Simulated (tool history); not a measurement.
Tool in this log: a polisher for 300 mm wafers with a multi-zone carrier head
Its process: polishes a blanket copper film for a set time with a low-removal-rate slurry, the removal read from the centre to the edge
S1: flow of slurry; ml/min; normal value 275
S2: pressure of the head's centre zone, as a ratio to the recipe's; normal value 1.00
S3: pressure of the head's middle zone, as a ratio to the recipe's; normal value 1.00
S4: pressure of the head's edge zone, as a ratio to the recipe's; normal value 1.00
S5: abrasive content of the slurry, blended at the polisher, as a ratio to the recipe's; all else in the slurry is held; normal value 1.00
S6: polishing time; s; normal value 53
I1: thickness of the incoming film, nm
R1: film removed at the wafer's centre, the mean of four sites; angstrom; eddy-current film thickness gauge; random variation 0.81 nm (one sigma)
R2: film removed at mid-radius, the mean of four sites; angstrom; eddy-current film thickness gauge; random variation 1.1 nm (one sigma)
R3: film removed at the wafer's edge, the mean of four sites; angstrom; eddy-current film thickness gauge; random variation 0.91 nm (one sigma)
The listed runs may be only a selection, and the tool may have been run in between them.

run,hour,S1,S2,S3,S4,S5,S6,I1,R1,R2,R3
1,0.0,275,1.00,1.00,1.00,1.00,53,751.1,947,915,961
2,62.6,275,1.00,1.00,1.00,1.00,53,755.7,919,913,946
# hour 142.8: carrier head's membrane replaced by a new one
3,143.1,275,1.00,1.00,1.00,0.90,53,755.7,879,872,907
# hour 161.5: worn pad replaced by a new one
4,241.8,275,1.00,1.00,1.00,0.90,53,748.9,945,936,982
5,329.2,275,1.00,1.00,1.00,1.00,59,739.3,1081,1082,1108
# hour 391.6: slurry nozzle cleaned
6,409.2,275,1.00,1.00,1.00,1.00,59,758.2,1072,1042,1092
7,470.7,275,1.00,1.00,1.00,1.00,59,737.8,1059,1003,1079
8,596.5,275,1.00,1.00,1.00,1.00,53,747.2,922,914,944
9,643.5,275,1.00,1.00,1.00,1.00,53,734.6,898,898,936
# hour 667.3: worn pad replaced by a new one
# hour 743.4: edge zone pressure recalibrated
10,824.6,250,0.95,1.12,1.00,0.70,53,763.1,754,838,809
11,872.4,275,1.00,0.91,0.94,1.00,53,741.5,856,788,852
# hour 892.0: slurry nozzle cleaned
12,934.2,275,1.08,0.95,1.00,1.10,53,759.0,947,806,880
13,1024.6,275,1.00,1.00,1.00,1.00,53,742.6,832,814,842
# hour 1047.4: worn pad replaced by a new one, repeated, since the last time left the tool worse
14,1072.3,335,1.00,0.90,1.00,1.25,53,749.6,1039,935,1056
# hour 1094.7: centre zone pressure recalibrated
15,1136.2,275,1.00,1.09,0.96,1.10,53,747.3,977,1050,1000
16,1172.8,275,1.00,1.00,1.00,1.00,53,743.8,981,958,998
17,1308.8,275,1.00,1.00,1.09,1.00,63,753.3,1135,1122,1218
# hour 1352.5: slurry nozzle cleaned
18,1386.4,245,1.00,1.00,1.08,0.85,53,747.8,906,899,980
# hour 1534.5: carrier head's membrane replaced by a new one
# hour 1595.5: worn pad replaced by a new one
19,1697.5,275,1.00,1.00,1.00,0.85,61,750.2,1076,1061,1095
# hour 1706.3: edge zone pressure recalibrated
# hour 1800.8: slurry nozzle cleaned
20,1958.7,335,1.00,1.00,1.07,1.00,53,743.2,956,922,1004
21,2021.7,275,1.00,0.91,0.94,1.00,53,750.5,920,831,930
# hour 2117.0: worn pad replaced by a new one
22,2281.6,275,1.00,1.00,0.96,0.90,53,741.0,930,938,938

3 ways to go on from here, each from the tool as it stands after run 22. What would each give?
A,2282.0,275,1.00,0.89,1.00,1.00,53,755.0,?,?,?
B,2282.0,275,1.00,0.92,1.00,1.00,53,755.0,?,?,?
C,2282.0,310,1.00,1.00,1.00,0.80,63,755.0,?,?,?

run,R1,R2,R3
A,971,871,991
B,971,892,991
C,1115,1088,1132
Without the tool's hidden state the same runs would have given:
run,R1,R2,R3
A,985,884,1005
B,985,905,1005
C,1131,1104,1149
